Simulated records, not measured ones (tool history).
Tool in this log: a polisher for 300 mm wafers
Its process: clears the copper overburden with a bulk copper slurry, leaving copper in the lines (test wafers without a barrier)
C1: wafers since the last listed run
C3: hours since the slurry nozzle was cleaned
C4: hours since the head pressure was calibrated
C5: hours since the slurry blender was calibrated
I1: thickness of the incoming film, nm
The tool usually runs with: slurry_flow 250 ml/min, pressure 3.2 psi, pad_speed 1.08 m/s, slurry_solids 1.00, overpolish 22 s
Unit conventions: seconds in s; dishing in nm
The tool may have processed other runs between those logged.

Run 1, day 0.000: usual settings but pad_speed 0.86 m/s; C1 0; wafers polished on this pad 445; C3 18.9; C4 193.9; C5 388.0; I1 756.7. Result: seconds 76.2 s, dishing 84.0 nm.
Run 2, day 1.821: usual settings but pad_speed 0.86 m/s; C1 432; wafers polished on this pad 877; C3 62.6; C4 237.6; C5 431.7; I1 764.8. Result: seconds 80.2 s, dishing 83.6 nm.
Run 3, day 5.079: usual settings but pad_speed 0.86 m/s; C1 773; wafers polished on this pad 1651; C3 140.8; C4 315.8; C5 509.9; I1 764.2. Result: seconds 76.7 s, dishing 82.2 nm.
At day 7.083: slurry blender recalibrated.
Run 4, day 8.842: usual settings; C1 873; wafers polished on this pad 2525; C3 231.1; C4 406.1; C5 42.2; I1 751.0. Result: seconds 59.7 s, dishing 89.9 nm.
Run 5, day 10.467: usual settings; C1 385; wafers polished on this pad 2911; C3 270.1; C4 445.1; C5 81.2; I1 748.4. Result: seconds 59.8 s, dishing 86.7 nm.
At day 12.933: worn pad replaced by a new one.
Run 6, day 17.796: usual settings; C1 1701; wafers polished on this pad 1154; C3 446.0; C4 621.0; C5 257.1; I1 765.3. Result: seconds 63.7 s, dishing 90.7 nm.
Run 7, day 21.125: usual settings; C1 790; wafers polished on this pad 1945; C3 525.9; C4 700.9; C5 337.0; I1 749.5. Result: seconds 58.9 s, dishing 89.3 nm.
At day 26.496: slurry blender recalibrated.
At day 30.092: worn pad replaced by a new one.
At day 31.954: head pressure recalibrated.
Run 8, day 31.975: usual settings; C1 2497; wafers polished on this pad 427; C3 786.3; C4 0.5; C5 131.5; I1 758.8. Result: seconds 62.0 s, dishing 90.4 nm.
Run 9, day 33.996: usual settings; C1 479; wafers polished on this pad 907; C3 834.8; C4 49.0; C5 180.0; I1 748.5. Result: seconds 59.1 s, dishing 89.1 nm.
Run 10, day 35.733: usual settings; C1 412; wafers polished on this pad 1320; C3 876.5; C4 90.7; C5 221.7; I1 759.7. Result: seconds 62.0 s, dishing 87.7 nm.
At day 38.575: slurry nozzle cleaned.
Run 11, day 38.788: usual settings but slurry_flow 310 ml/min, slurry_solids 1.15; C1 715; wafers polished on this pad 2035; C3 5.1; C4 164.0; C5 295.0; I1 756.2. Result: seconds 57.6 s, dishing 90.6 nm.
Run 12, day 41.217: usual settings but slurry_flow 280 ml/min, pad_speed 1.36 m/s, slurry_solids 1.10, overpolish 13 s; C1 576; wafers polished on this pad 2612; C3 63.4; C4 222.3; C5 353.3; I1 754.3. Result: seconds 45.7 s, dishing 82.8 nm.
At day 44.092: worn pad replaced by a new one.
Run 13, day 45.300: usual settings but pressure 3.6 psi, pad_speed 0.80 m/s, slurry_solids 0.75, overpolish 16 s; C1 930; wafers polished on this pad 286; C3 161.4; C4 320.3; C5 451.3; I1 760.4. Result: seconds 80.2 s, dishing 72.6 nm.
At day 47.850: slurry blender recalibrated.
Run 14, day 48.083: usual settings but slurry_flow 225 ml/min, pressure 3.5 psi, slurry_solids 0.85, overpolish 11 s; C1 641; wafers polished on this pad 927; C3 228.2; C4 387.1; C5 5.6; I1 749.2. Result: seconds 58.9 s, dishing 71.9 nm.
At day 57.346: worn pad replaced by a new one.
Run 15, day 60.500: usual settings; C1 2909; wafers polished on this pad 749; C3 526.2; C4 685.1; C5 303.6; I1 769.2. Result: seconds 62.3 s, dishing 89.7 nm.
Run 16, day 63.071: usual settings but pressure 3.9 psi, slurry_solids 1.25, overpolish 10 s; C1 610; wafers polished on this pad 1359; C3 587.9; C4 746.8; C5 365.3; I1 751.5. Result: seconds 46.7 s, dishing 72.1 nm.
Run 17, day 65.267: usual settings; C1 521; wafers polished on this pad 1881; C3 640.6; C4 799.5; C5 418.0; I1 770.3. Result: seconds 61.4 s, dishing 88.2 nm.
Run 18, day 69.104: usual settings but slurry_flow 340 ml/min, overpolish 10 s; C1 911; wafers polished on this pad 2792; C3 732.7; C4 891.6; C5 510.1; I1 743.6. Result: seconds 57.1 s, dishing 65.2 nm.
Run 19, day 70.746: usual settings but slurry_flow 340 ml/min, pressure 2.9 psi, slurry_solids 0.85; C1 389; wafers polished on this pad 3182; C3 772.1; C4 931.0; C5 549.5; I1 770.3. Result: seconds 68.6 s, dishing 85.3 nm.
At day 70.908: slurry nozzle cleaned.
At day 71.546: slurry blender recalibrated.
At day 71.821: worn pad replaced by a new one.
Run 20, day 73.900: usual settings but pressure 3.7 psi, slurry_solids 1.10; C1 679; wafers polished on this pad 493; C3 71.8; C4 1006.7; C5 56.5; I1 746.2. Result: seconds 50.7 s, dishing 95.7 nm.
Run 21, day 77.717: usual settings but slurry_flow 280 ml/min; C1 906; wafers polished on this pad 1399; C3 163.4; C4 1098.3; C5 148.1; I1 758.5. Result: seconds 61.7 s, dishing 88.1 nm.

Here are 3 independent what-if runs from the current tool condition. What would each one return?
Run A, day 77.733: usual settings but overpolish 10 s; C1 3; wafers polished on this pad 1403; C3 163.8; C4 1098.7; C5 148.5; I1 762.3. Result: seconds ?, dishing ?.
Run B, day 77.733: usual settings but slurry_flow 200 ml/min, pad_speed 1.18 m/s, slurry_solids 0.90, overpolish 17 s; C1 3; wafers polished on this pad 1403; C3 163.8; C4 1098.7; C5 148.5; I1 762.3. Result: seconds ?, dishing ?.
Run C, day 77.733: usual settings but pressure 2.7 psi, pad_speed 0.98 m/s, slurry_solids 0.80, overpolish 27 s; C1 3; wafers polished on this pad 1403; C3 163.8; C4 1098.7; C5 148.5; I1 762.3. Result: seconds ?, dishing ?.

run  seconds  dishing
  A     60.9     64.0
  B     58.9     82.3
  C     83.6     82.4
With the hidden condition removed and each run's random variation left untouched, the same runs would have given:
run  seconds  dishing
  A     60.9     64.0
  B     58.9     82.3
  C     83.6     82.4

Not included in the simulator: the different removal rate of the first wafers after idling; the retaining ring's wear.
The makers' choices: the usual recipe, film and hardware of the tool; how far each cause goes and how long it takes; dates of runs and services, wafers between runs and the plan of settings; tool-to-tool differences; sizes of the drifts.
